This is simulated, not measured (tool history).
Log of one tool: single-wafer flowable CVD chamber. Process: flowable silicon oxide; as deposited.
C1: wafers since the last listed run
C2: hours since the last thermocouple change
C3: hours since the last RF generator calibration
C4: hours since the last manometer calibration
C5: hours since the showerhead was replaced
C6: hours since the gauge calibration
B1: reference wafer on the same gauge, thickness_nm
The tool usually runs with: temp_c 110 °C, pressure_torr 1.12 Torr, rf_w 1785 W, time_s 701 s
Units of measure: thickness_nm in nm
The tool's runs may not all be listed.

run 1 hour=0 | temp_c=110 pressure_torr=1.12 rf_w=1580 time_s=701 | C1=0 C2=938.1 C3=961.9 C4=2424.6 C5=4955.7 C6=122.7 | B1=478.87 | thickness_nm=504.915
run 2 hour=6.2 | temp_c=110 pressure_torr=1.27 rf_w=1785 time_s=644 | C1=10 C2=944.3 C3=968.1 C4=2430.8 C5=4961.9 C6=128.9 | B1=479.965 | thickness_nm=550.299
run 3 hour=19.4 | temp_c=107 pressure_torr=1.12 rf_w=1785 time_s=701 | C1=22 C2=957.5 C3=981.3 C4=2444 C5=4975.1 C6=142.1 | B1=479.401 | thickness_nm=591.955
run 4 hour=25.8 | temp_c=110 pressure_torr=1.24 rf_w=1785 time_s=701 | C1=10 C2=963.9 C3=987.7 C4=2450.4 C5=4981.5 C6=148.5 | B1=479.951 | thickness_nm=582.032
run 5 hour=39.2 | temp_c=110 pressure_torr=1.24 rf_w=1785 time_s=701 | C1=22 C2=977.3 C3=1001.1 C4=2463.8 C5=4994.9 C6=161.9 | B1=479.079 | thickness_nm=588.509
run 6 hour=47.1 | temp_c=110 pressure_torr=1.24 rf_w=1785 time_s=701 | C1=13 C2=985.2 C3=1009 C4=2471.7 C5=5002.8 C6=169.8 | B1=480.755 | thickness_nm=588.398
run 7 hour=62.8 | temp_c=110 pressure_torr=1.12 rf_w=1785 time_s=701 | C1=26 C2=1000.9 C3=1024.7 C4=2487.4 C5=5018.5 C6=185.5 | B1=479.77 | thickness_nm=528.339
run 8 hour=68.9 | temp_c=110 pressure_torr=1.12 rf_w=1785 time_s=701 | C1=10 C2=1007 C3=1030.8 C4=2493.5 C5=5024.6 C6=191.6 | B1=479.559 | thickness_nm=534.938
run 9 hour=82.9 | temp_c=110 pressure_torr=1.12 rf_w=1785 time_s=701 | C1=23 C2=1021 C3=1044.8 C4=2507.5 C5=5038.6 C6=205.6 | B1=480.128 | thickness_nm=534.574
-- hour=93.5 thermocouple changed; heater temperature recalibrated
run 10 hour=94 | temp_c=110 pressure_torr=1.12 rf_w=1680 time_s=761 | C1=5 C2=0.5 C3=1055.9 C4=2518.6 C5=5049.7 C6=216.7 | B1=480.954 | thickness_nm=484.792
run 11 hour=105.8 | temp_c=110 pressure_torr=1.12 rf_w=1680 time_s=761 | C1=20 C2=12.3 C3=1067.7 C4=2530.4 C5=5061.5 C6=228.5 | B1=480.836 | thickness_nm=489.503
run 12 hour=122.2 | temp_c=110 pressure_torr=1.12 rf_w=1680 time_s=761 | C1=27 C2=28.7 C3=1084.1 C4=2546.8 C5=5077.9 C6=244.9 | B1=479.826 | thickness_nm=487.042
-- hour=127.4 gauge calibrated
run 13 hour=130 | temp_c=122 pressure_torr=1.19 rf_w=1785 time_s=701 | C1=13 C2=36.5 C3=1091.9 C4=2554.6 C5=5085.7 C6=2.6 | B1=481.096 | thickness_nm=320.503
-- hour=140.2 capacitance manometer re-zeroed and calibrated
run 14 hour=148 | temp_c=110 pressure_torr=0.85 rf_w=1785 time_s=701 | C1=17 C2=54.5 C3=1109.9 C4=7.8 C5=5103.7 C6=20.6 | B1=480.677 | thickness_nm=343.562
run 15 hour=163.9 | temp_c=98 pressure_torr=1.12 rf_w=1785 time_s=701 | C1=27 C2=70.4 C3=1125.8 C4=23.7 C5=5119.6 C6=36.5 | B1=480.515 | thickness_nm=726.374
-- hour=177.7 showerhead replaced, of another model than before
-- hour=179.6 RF generator calibrated
run 16 hour=180.1 | temp_c=103 pressure_torr=1.21 rf_w=1585 time_s=564 | C1=10 C2=86.6 C3=0.5 C4=39.9 C5=2.4 C6=52.7 | B1=480.563 | thickness_nm=482.826
run 17 hour=192.3 | temp_c=110 pressure_torr=1.12 rf_w=1785 time_s=633 | C1=20 C2=98.8 C3=12.7 C4=52.1 C5=14.6 C6=64.9 | B1=481.387 | thickness_nm=419.482
run 18 hour=202.2 | temp_c=98 pressure_torr=1.27 rf_w=1565 time_s=771 | C1=16 C2=108.7 C3=22.6 C4=62 C5=24.5 C6=74.8 | B1=479.587 | thickness_nm=810.295
run 19 hour=209.9 | temp_c=110 pressure_torr=1.12 rf_w=1515 time_s=701 | C1=13 C2=116.4 C3=30.3 C4=69.7 C5=32.2 C6=82.5 | B1=479.908 | thickness_nm=426.759
run 20 hour=217.1 | temp_c=103 pressure_torr=1.12 rf_w=1465 time_s=701 | C1=12 C2=123.6 C3=37.5 C4=76.9 C5=39.4 C6=89.7 | B1=479.497 | thickness_nm=540.969
run 21 hour=235.1 | temp_c=110 pressure_torr=0.93 rf_w=1590 time_s=701 | C1=30 C2=141.6 C3=55.5 C4=94.9 C5=57.4 C6=107.7 | B1=479.624 | thickness_nm=383.113
run 22 hour=259.3 | temp_c=110 pressure_torr=0.93 rf_w=1590 time_s=701 | C1=41 C2=165.8 C3=79.7 C4=119.1 C5=81.6 C6=131.9 | B1=480.476 | thickness_nm=384.845

Run 23, settings as shown, results not yet in. Your forecast:
run 23 hour=276.8 | temp_c=110 pressure_torr=1.24 rf_w=1785 time_s=701 | C1=29 C2=183.3 C3=97.2 C4=136.6 C5=99.1 C6=149.4 | B1=? | thickness_nm=?

Run 23 yielded B1 480.402, thickness_nm 503.684 nm.
On a tool with no hidden condition, and with the same random variation, this run would have come out at thickness_nm 462.838 nm.

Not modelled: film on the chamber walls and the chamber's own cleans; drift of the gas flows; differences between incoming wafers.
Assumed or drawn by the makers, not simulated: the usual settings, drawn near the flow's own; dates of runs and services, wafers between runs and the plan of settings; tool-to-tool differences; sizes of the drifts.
